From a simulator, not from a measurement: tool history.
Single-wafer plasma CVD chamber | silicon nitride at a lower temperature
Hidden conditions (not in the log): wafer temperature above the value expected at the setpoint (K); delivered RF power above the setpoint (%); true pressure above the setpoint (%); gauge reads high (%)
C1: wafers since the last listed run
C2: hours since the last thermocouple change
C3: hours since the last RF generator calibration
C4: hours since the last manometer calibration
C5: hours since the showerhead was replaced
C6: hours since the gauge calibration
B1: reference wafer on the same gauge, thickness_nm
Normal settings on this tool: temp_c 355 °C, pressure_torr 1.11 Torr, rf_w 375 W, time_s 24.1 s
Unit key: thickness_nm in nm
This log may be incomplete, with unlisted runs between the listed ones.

{"run": 1, "day": 0.0, "temp_c": 355, "pressure_torr": 1.11, "rf_w": 375, "time_s": 24.1, "C1": 0, "C2": 1592.5, "C3": 1293.2, "C4": 2846.6, "C5": 4931.1, "C6": 126.3, "B1": 29.316, "thickness_nm": 28.903}
{"run": 2, "day": 3.658, "temp_c": 355, "pressure_torr": 1.11, "rf_w": 375, "time_s": 24.1, "C1": 1382, "C2": 1680.3, "C3": 1381.0, "C4": 2934.4, "C5": 5018.9, "C6": 214.1, "B1": 29.296, "thickness_nm": 28.781}
{"run": 3, "day": 7.092, "temp_c": 355, "pressure_torr": 1.11, "rf_w": 375, "time_s": 24.1, "C1": 1297, "C2": 1762.7, "C3": 1463.4, "C4": 3016.8, "C5": 5101.3, "C6": 296.5, "B1": 29.252, "thickness_nm": 28.334}
{"run": 4, "day": 8.683, "temp_c": 355, "pressure_torr": 1.11, "rf_w": 375, "time_s": 24.1, "C1": 601, "C2": 1800.9, "C3": 1501.6, "C4": 3055.0, "C5": 5139.5, "C6": 334.7, "B1": 29.273, "thickness_nm": 28.421}
{"run": 5, "day": 10.588, "temp_c": 355, "pressure_torr": 1.11, "rf_w": 375, "time_s": 24.1, "C1": 719, "C2": 1846.6, "C3": 1547.3, "C4": 3100.7, "C5": 5185.2, "C6": 380.4, "B1": 29.272, "thickness_nm": 28.143}
{"run": 6, "day": 13.95, "temp_c": 355, "pressure_torr": 1.11, "rf_w": 375, "time_s": 24.1, "C1": 1270, "C2": 1927.3, "C3": 1628.0, "C4": 3181.4, "C5": 5265.9, "C6": 461.1, "B1": 29.241, "thickness_nm": 28.03}
{"day": 14.867, "done": "capacitance manometer re-zeroed and calibrated"}
{"day": 16.067, "done": "showerhead replaced, of another model than before"}
{"day": 18.192, "done": "RF generator calibrated"}
{"run": 7, "day": 18.221, "temp_c": 344, "pressure_torr": 1.11, "rf_w": 375, "time_s": 24.1, "C1": 1236, "C2": 2029.8, "C3": 0.7, "C4": 80.5, "C5": 51.7, "C6": 563.6, "B1": 29.295, "thickness_nm": 30.647}
{"day": 18.725, "done": "gauge calibrated"}
{"run": 8, "day": 21.421, "temp_c": 361, "pressure_torr": 1.11, "rf_w": 440, "time_s": 24.1, "C1": 1209, "C2": 2106.6, "C3": 77.5, "C4": 157.3, "C5": 128.5, "C6": 64.7, "B1": 29.295, "thickness_nm": 34.026}
{"run": 9, "day": 23.908, "temp_c": 355, "pressure_torr": 1.11, "rf_w": 375, "time_s": 24.1, "C1": 940, "C2": 2166.3, "C3": 137.2, "C4": 217.0, "C5": 188.2, "C6": 124.4, "B1": 29.31, "thickness_nm": 30.582}
{"day": 24.671, "done": "thermocouple changed; heater temperature recalibrated"}
{"run": 10, "day": 25.604, "temp_c": 344, "pressure_torr": 1.01, "rf_w": 375, "time_s": 24.1, "C1": 514, "C2": 22.4, "C3": 177.9, "C4": 257.7, "C5": 228.9, "C6": 165.1, "B1": 29.314, "thickness_nm": 29.439}
{"run": 11, "day": 28.775, "temp_c": 355, "pressure_torr": 1.11, "rf_w": 375, "time_s": 24.1, "C1": 1198, "C2": 98.5, "C3": 254.0, "C4": 333.8, "C5": 305.0, "C6": 241.2, "B1": 29.342, "thickness_nm": 30.544}
{"run": 12, "day": 32.758, "temp_c": 355, "pressure_torr": 1.11, "rf_w": 355, "time_s": 21.7, "C1": 1505, "C2": 194.1, "C3": 349.6, "C4": 429.4, "C5": 400.6, "C6": 336.8, "B1": 29.293, "thickness_nm": 26.431}
{"run": 13, "day": 36.621, "temp_c": 355, "pressure_torr": 0.88, "rf_w": 340, "time_s": 24.1, "C1": 1459, "C2": 286.8, "C3": 442.3, "C4": 522.1, "C5": 493.3, "C6": 429.5, "B1": 29.331, "thickness_nm": 25.006}
{"run": 14, "day": 38.358, "temp_c": 364, "pressure_torr": 1.31, "rf_w": 320, "time_s": 21.4, "C1": 656, "C2": 328.5, "C3": 484.0, "C4": 563.8, "C5": 535.0, "C6": 471.2, "B1": 29.337, "thickness_nm": 25.848}

Consider 3 possible next runs. They are alternatives, not a sequence: every one starts from the tool as it was left by run 14. What does each give?
{"run": "A", "day": 38.375, "temp_c": 355, "pressure_torr": 1.11, "rf_w": 325, "time_s": 24.1, "C1": 6, "C2": 328.9, "C3": 484.4, "C4": 564.2, "C5": 535.4, "C6": 471.6, "B1": "?", "thickness_nm": "?"}
{"run": "B", "day": 38.375, "temp_c": 350, "pressure_torr": 1.11, "rf_w": 375, "time_s": 24.1, "C1": 6, "C2": 328.9, "C3": 484.4, "C4": 564.2, "C5": 535.4, "C6": 471.6, "B1": "?", "thickness_nm": "?"}
{"run": "C", "day": 38.375, "temp_c": 364, "pressure_torr": 1.19, "rf_w": 395, "time_s": 21.1, "C1": 6, "C2": 328.9, "C3": 484.4, "C4": 564.2, "C5": 535.4, "C6": 471.6, "B1": "?", "thickness_nm": "?"}

run=A B1=29.350 thickness_nm=27.193
run=B B1=29.350 thickness_nm=30.254
run=C B1=29.350 thickness_nm=28.227
Without the tool's hidden state the same runs would have given:
run=A thickness_nm=27.432
run=B thickness_nm=30.510
run=C thickness_nm=28.451
